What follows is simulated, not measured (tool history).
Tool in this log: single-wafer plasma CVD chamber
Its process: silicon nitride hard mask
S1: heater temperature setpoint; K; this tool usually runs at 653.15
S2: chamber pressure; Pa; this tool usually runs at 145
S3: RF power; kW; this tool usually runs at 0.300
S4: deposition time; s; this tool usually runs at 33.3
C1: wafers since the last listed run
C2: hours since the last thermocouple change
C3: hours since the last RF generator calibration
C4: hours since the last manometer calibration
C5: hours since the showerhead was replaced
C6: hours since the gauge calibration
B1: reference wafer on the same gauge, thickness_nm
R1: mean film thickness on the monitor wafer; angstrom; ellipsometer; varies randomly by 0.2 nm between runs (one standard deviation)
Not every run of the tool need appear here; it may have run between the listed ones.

run 1 hour=0.0 | S1=653.15 S2=145 S3=0.300 S4=33.3 | C1=0 C2=1366.7 C3=396.9 C4=2452.0 C5=8126.1 C6=46.3 | B1=29.105 | R1=335.44
run 2 hour=23.7 | S1=653.15 S2=145 S3=0.300 S4=33.3 | C1=714 C2=1390.4 C3=420.6 C4=2475.7 C5=8149.8 C6=70.0 | B1=29.049 | R1=340.13
run 3 hour=40.4 | S1=653.15 S2=145 S3=0.280 S4=33.3 | C1=503 C2=1407.1 C3=437.3 C4=2492.4 C5=8166.5 C6=86.7 | B1=29.138 | R1=329.14
-- hour=53.3 capacitance manometer re-zeroed and calibrated
-- hour=65.5 thermocouple changed; heater temperature recalibrated
run 4 hour=67.8 | S1=653.15 S2=145 S3=0.280 S4=33.3 | C1=343 C2=2.3 C3=464.7 C4=14.5 C5=8193.9 C6=114.1 | B1=29.086 | R1=330.65
run 5 hour=98.6 | S1=653.15 S2=145 S3=0.300 S4=33.3 | C1=928 C2=33.1 C3=495.5 C4=45.3 C5=8224.7 C6=144.9 | B1=29.047 | R1=339.34
run 6 hour=114.8 | S1=653.15 S2=145 S3=0.300 S4=33.3 | C1=488 C2=49.3 C3=511.7 C4=61.5 C5=8240.9 C6=161.1 | B1=29.017 | R1=339.40
run 7 hour=133.7 | S1=653.15 S2=145 S3=0.300 S4=33.3 | C1=569 C2=68.2 C3=530.6 C4=80.4 C5=8259.8 C6=180.0 | B1=29.035 | R1=336.35
run 8 hour=146.1 | S1=653.15 S2=145 S3=0.300 S4=33.3 | C1=373 C2=80.6 C3=543.0 C4=92.8 C5=8272.2 C6=192.4 | B1=28.997 | R1=339.59
run 9 hour=179.4 | S1=640.15 S2=145 S3=0.265 S4=33.3 | C1=1003 C2=113.9 C3=576.3 C4=126.1 C5=8305.5 C6=225.7 | B1=29.021 | R1=325.50
run 10 hour=197.3 | S1=644.15 S2=167 S3=0.300 S4=33.3 | C1=539 C2=131.8 C3=594.2 C4=144.0 C5=8323.4 C6=243.6 | B1=29.066 | R1=350.71
run 11 hour=221.8 | S1=641.15 S2=145 S3=0.350 S4=33.3 | C1=738 C2=156.3 C3=618.7 C4=168.5 C5=8347.9 C6=268.1 | B1=28.970 | R1=358.84
run 12 hour=236.1 | S1=653.15 S2=119 S3=0.300 S4=33.3 | C1=430 C2=170.6 C3=633.0 C4=182.8 C5=8362.2 C6=282.4 | B1=28.961 | R1=313.02
run 13 hour=258.0 | S1=653.15 S2=145 S3=0.300 S4=33.3 | C1=659 C2=192.5 C3=654.9 C4=204.7 C5=8384.1 C6=304.3 | B1=28.905 | R1=336.42
run 14 hour=289.2 | S1=653.15 S2=145 S3=0.300 S4=33.3 | C1=940 C2=223.7 C3=686.1 C4=235.9 C5=8415.3 C6=335.5 | B1=28.958 | R1=333.40
run 15 hour=312.5 | S1=653.15 S2=145 S3=0.300 S4=38.8 | C1=702 C2=247.0 C3=709.4 C4=259.2 C5=8438.6 C6=358.8 | B1=28.911 | R1=390.22
-- hour=340.0 showerhead replaced
run 16 hour=345.6 | S1=653.15 S2=171 S3=0.300 S4=37.8 | C1=756 C2=280.1 C3=742.5 C4=292.3 C5=5.6 C6=391.9 | B1=28.781 | R1=398.26
run 17 hour=372.7 | S1=661.15 S2=116 S3=0.300 S4=33.3 | C1=816 C2=307.2 C3=769.6 C4=319.4 C5=32.7 C6=419.0 | B1=28.770 | R1=305.34
run 18 hour=394.5 | S1=638.15 S2=145 S3=0.300 S4=36.2 | C1=656 C2=329.0 C3=791.4 C4=341.2 C5=54.5 C6=440.8 | B1=28.802 | R1=364.46
-- hour=435.8 RF generator calibrated
run 19 hour=436.3 | S1=659.15 S2=123 S3=0.300 S4=33.3 | C1=1018 C2=370.8 C3=0.5 C4=383.0 C5=96.3 C6=482.6 | B1=28.693 | R1=315.02
run 20 hour=442.5 | S1=653.15 S2=145 S3=0.360 S4=38.0 | C1=186 C2=377.0 C3=6.7 C4=389.2 C5=102.5 C6=488.8 | B1=28.664 | R1=408.38
run 21 hour=473.5 | S1=653.15 S2=145 S3=0.300 S4=33.3 | C1=934 C2=408.0 C3=37.7 C4=420.2 C5=133.5 C6=519.8 | B1=28.523 | R1=332.24
run 22 hour=485.6 | S1=653.15 S2=145 S3=0.300 S4=33.3 | C1=364 C2=420.1 C3=49.8 C4=432.3 C5=145.6 C6=531.9 | B1=28.557 | R1=327.59
run 23 hour=497.8 | S1=646.15 S2=175 S3=0.335 S4=33.3 | C1=367 C2=432.3 C3=62.0 C4=444.5 C5=157.8 C6=544.1 | B1=28.557 | R1=366.71
run 24 hour=527.5 | S1=653.15 S2=145 S3=0.255 S4=26.9 | C1=894 C2=462.0 C3=91.7 C4=474.2 C5=187.5 C6=573.8 | B1=28.494 | R1=250.48
-- hour=542.3 gauge calibrated
run 25 hour=555.0 | S1=638.15 S2=124 S3=0.335 S4=37.0 | C1=828 C2=489.5 C3=119.2 C4=501.7 C5=215.0 C6=12.7 | B1=29.097 | R1=374.52
run 26 hour=581.1 | S1=643.15 S2=145 S3=0.300 S4=33.3 | C1=786 C2=515.6 C3=145.3 C4=527.8 C5=241.1 C6=38.8 | B1=28.985 | R1=336.82
run 27 hour=616.0 | S1=646.15 S2=145 S3=0.300 S4=28.9 | C1=1051 C2=550.5 C3=180.2 C4=562.7 C5=276.0 C6=73.7 | B1=29.036 | R1=292.28
run 28 hour=648.2 | S1=661.15 S2=109 S3=0.300 S4=33.3 | C1=970 C2=582.7 C3=212.4 C4=594.9 C5=308.2 C6=105.9 | B1=28.999 | R1=306.47
run 29 hour=661.5 | S1=653.15 S2=145 S3=0.300 S4=33.3 | C1=400 C2=596.0 C3=225.7 C4=608.2 C5=321.5 C6=119.2 | B1=29.008 | R1=338.21
run 30 hour=697.1 | S1=653.15 S2=145 S3=0.300 S4=33.3 | C1=1072 C2=631.6 C3=261.3 C4=643.8 C5=357.1 C6=154.8 | B1=29.002 | R1=337.98

Give the tool's hidden conditions for every run:
wafer temperature above the value expected at the setpoint (K): 0 on each run
delivered RF power above the setpoint (%): 0 on each run
true pressure above the setpoint (%): 0 on each run
H1: gauge reads high (%)
run=1 H1=0.0599
run=2 H1=0.0417
run=3 H1=0.0244
run=4 H1=-0.0119
run=5 H1=-0.0645
run=6 H1=-0.0972
run=7 H1=-0.14
run=8 H1=-0.17
run=9 H1=-0.262
run=10 H1=-0.317
run=11 H1=-0.4
run=12 H1=-0.452
run=13 H1=-0.537
run=14 H1=-0.669
run=15 H1=-0.775
run=16 H1=-0.939
run=17 H1=-1.08
run=18 H1=-1.21
run=19 H1=-1.46
run=20 H1=-1.5
run=21 H1=-1.71
run=22 H1=-1.79
run=23 H1=-1.88
run=24 H1=-2.1
run=25 H1=-0.256
run=26 H1=-0.264
run=27 H1=-0.29
run=28 H1=-0.328
run=29 H1=-0.348
run=30 H1=-0.412
